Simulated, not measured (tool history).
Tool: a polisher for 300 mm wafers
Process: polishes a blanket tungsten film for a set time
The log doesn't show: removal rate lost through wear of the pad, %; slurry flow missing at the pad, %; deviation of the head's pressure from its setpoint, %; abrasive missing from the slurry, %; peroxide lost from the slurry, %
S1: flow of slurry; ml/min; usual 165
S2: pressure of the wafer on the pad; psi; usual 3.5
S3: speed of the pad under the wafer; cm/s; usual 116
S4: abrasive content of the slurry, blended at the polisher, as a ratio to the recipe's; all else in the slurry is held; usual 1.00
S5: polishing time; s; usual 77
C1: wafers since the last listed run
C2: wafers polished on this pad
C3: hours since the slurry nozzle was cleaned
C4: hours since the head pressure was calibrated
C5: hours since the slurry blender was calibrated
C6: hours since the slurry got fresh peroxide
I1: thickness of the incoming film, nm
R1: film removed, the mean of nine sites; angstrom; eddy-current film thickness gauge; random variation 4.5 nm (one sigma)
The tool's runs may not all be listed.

{"run": 1, "day": 0.0, "S1": 165, "S2": 3.5, "S3": 116, "S4": 1.0, "S5": 77, "C1": 0, "C2": 412, "C3": 574.3, "C4": 1401.3, "C5": 39.2, "C6": 22.3, "I1": 1280.5, "R1": 3356}
{"run": 2, "day": 0.929, "S1": 165, "S2": 3.5, "S3": 116, "S4": 1.0, "S5": 77, "C1": 140, "C2": 553, "C3": 596.6, "C4": 1423.6, "C5": 61.5, "C6": 44.6, "I1": 1261.3, "R1": 3258}
{"day": 3.058, "done": "slurry tank refilled with fresh slurry and peroxide"}
{"run": 3, "day": 3.779, "S1": 165, "S2": 4.0, "S3": 104, "S4": 1.0, "S5": 77, "C1": 425, "C2": 979, "C3": 665.0, "C4": 1492.0, "C5": 129.9, "C6": 17.3, "I1": 1254.5, "R1": 3226}
{"day": 4.854, "done": "worn pad replaced by a new one"}
{"run": 4, "day": 4.875, "S1": 165, "S2": 4.0, "S3": 104, "S4": 1.0, "S5": 77, "C1": 140, "C2": 3, "C3": 691.3, "C4": 1518.3, "C5": 156.2, "C6": 43.6, "I1": 1272.4, "R1": 3096}
{"day": 5.0, "done": "slurry blender recalibrated"}
{"day": 6.746, "done": "slurry tank refilled with fresh slurry and peroxide"}
{"day": 6.888, "done": "head pressure recalibrated"}
{"run": 5, "day": 8.283, "S1": 165, "S2": 3.5, "S3": 116, "S4": 1.0, "S5": 77, "C1": 485, "C2": 488, "C3": 773.1, "C4": 33.5, "C5": 78.8, "C6": 36.9, "I1": 1269.3, "R1": 3155}
{"day": 8.742, "done": "slurry nozzle cleaned"}
{"run": 6, "day": 8.988, "S1": 165, "S2": 3.5, "S3": 116, "S4": 1.0, "S5": 77, "C1": 100, "C2": 589, "C3": 5.9, "C4": 50.4, "C5": 95.7, "C6": 53.8, "I1": 1253.5, "R1": 3121}
{"run": 7, "day": 9.546, "S1": 165, "S2": 3.5, "S3": 116, "S4": 1.0, "S5": 77, "C1": 84, "C2": 673, "C3": 19.3, "C4": 63.8, "C5": 109.1, "C6": 67.2, "I1": 1260.1, "R1": 3128}
{"day": 10.1, "done": "slurry tank refilled with fresh slurry and peroxide"}
{"day": 10.5, "done": "slurry blender recalibrated"}
{"run": 8, "day": 10.842, "S1": 165, "S2": 3.5, "S3": 116, "S4": 1.0, "S5": 77, "C1": 177, "C2": 851, "C3": 50.4, "C4": 94.9, "C5": 8.2, "C6": 17.8, "I1": 1281.3, "R1": 3415}
{"run": 9, "day": 12.133, "S1": 165, "S2": 3.5, "S3": 154, "S4": 1.1, "S5": 56, "C1": 195, "C2": 1047, "C3": 81.4, "C4": 125.9, "C5": 39.2, "C6": 48.8, "I1": 1271.8, "R1": 3116}
{"day": 12.562, "done": "worn pad replaced by a new one"}
{"run": 10, "day": 12.742, "S1": 115, "S2": 4.3, "S3": 116, "S4": 1.0, "S5": 54, "C1": 66, "C2": 27, "C3": 96.0, "C4": 140.5, "C5": 53.8, "C6": 63.4, "I1": 1261.5, "R1": 2630}
{"run": 11, "day": 13.592, "S1": 165, "S2": 3.5, "S3": 116, "S4": 1.0, "S5": 77, "C1": 128, "C2": 156, "C3": 116.4, "C4": 160.9, "C5": 74.2, "C6": 83.8, "I1": 1269.8, "R1": 3161}
{"day": 14.312, "done": "slurry tank refilled with fresh slurry and peroxide"}
{"run": 12, "day": 14.579, "S1": 165, "S2": 3.5, "S3": 116, "S4": 1.0, "S5": 99, "C1": 143, "C2": 299, "C3": 140.1, "C4": 184.6, "C5": 97.9, "C6": 6.4, "I1": 1247.6, "R1": 4007}
{"day": 15.604, "done": "slurry blender recalibrated"}
{"run": 13, "day": 15.808, "S1": 190, "S2": 4.6, "S3": 116, "S4": 1.0, "S5": 77, "C1": 173, "C2": 473, "C3": 169.6, "C4": 214.1, "C5": 4.9, "C6": 35.9, "I1": 1284.0, "R1": 4563}
{"run": 14, "day": 16.638, "S1": 165, "S2": 3.5, "S3": 94, "S4": 1.0, "S5": 53, "C1": 125, "C2": 599, "C3": 189.5, "C4": 234.0, "C5": 24.8, "C6": 55.8, "I1": 1270.5, "R1": 1894}
{"day": 17.829, "done": "slurry tank refilled with fresh slurry and peroxide"}
{"run": 15, "day": 18.025, "S1": 205, "S2": 3.5, "S3": 78, "S4": 1.0, "S5": 77, "C1": 204, "C2": 803, "C3": 222.8, "C4": 267.3, "C5": 58.1, "C6": 4.7, "I1": 1270.9, "R1": 2376}
{"run": 16, "day": 19.379, "S1": 165, "S2": 3.5, "S3": 116, "S4": 1.0, "S5": 77, "C1": 205, "C2": 1008, "C3": 255.3, "C4": 299.8, "C5": 90.6, "C6": 37.2, "I1": 1247.4, "R1": 3192}

What the log doesn't show, run by run:
removal rate lost through wear of the pad, %: 0 in every run
slurry flow missing at the pad, %: 0 in every run
deviation of the head's pressure from its setpoint, %: 0 in every run
peroxide lost from the slurry, %: 0 in every run
H1: abrasive missing from the slurry, %
run=1 H1=2.67
run=2 H1=6.55
run=3 H1=29.2
run=4 H1=42.2
run=5 H1=14.3
run=6 H1=19.4
run=7 H1=24.2
run=8 H1=5.09
run=9 H1=7.63
run=10 H1=9.97
run=11 H1=14.5
run=12 H1=21.5
run=13 H1=4.74
run=14 H1=5.76
run=15 H1=10.5
run=16 H1=18.9
